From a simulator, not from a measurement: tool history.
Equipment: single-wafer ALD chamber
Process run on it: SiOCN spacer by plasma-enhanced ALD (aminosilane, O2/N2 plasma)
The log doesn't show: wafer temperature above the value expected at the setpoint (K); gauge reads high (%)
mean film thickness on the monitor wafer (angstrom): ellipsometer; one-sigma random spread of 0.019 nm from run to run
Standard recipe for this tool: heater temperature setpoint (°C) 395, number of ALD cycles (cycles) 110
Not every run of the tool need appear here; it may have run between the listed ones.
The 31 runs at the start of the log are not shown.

run,hour,heater temperature setpoint (°C),number of ALD cycles (cycles),wafers since the last listed run,hours since the last thermocouple change,hours since the gauge calibration,"read-back reference wafer on the same gauge, thickness_nm",mean film thickness on the monitor wafer (angstrom)
32,1600.8,395,102,147,539.2,525.6,6.079,70.09
33,1661.9,395,110,188,600.3,586.7,6.083,75.21
34,1725.5,382,90,195,663.9,650.3,6.074,61.76
35,1755.2,403,126,91,693.6,680,6.077,84.99
36,1815.6,395,110,186,754,740.4,6.07,75.15
37,1949.6,395,110,412,888,874.4,6.06,74.99
38,2119.1,395,110,521,1057.5,1043.9,6.048,74.74
39,2184,408,127,199,1122.4,1108.8,6.042,83.55

Branching from run 39: 3 alternative next runs. What would each branch give?
A,2184.6,395,110,1,1123,1109.4,?,?
B,2184.6,404,110,1,1123,1109.4,?,?
C,2184.6,405,110,1,1123,1109.4,?,?

run,"read-back reference wafer on the same gauge, thickness_nm",mean film thickness on the monitor wafer (angstrom)
A,6.039,74.83
B,6.039,73.65
C,6.039,73.4
What these runs would have given with no unlogged condition in the tool:
run,mean film thickness on the monitor wafer (angstrom)
A,75.41
B,74.22
C,73.96
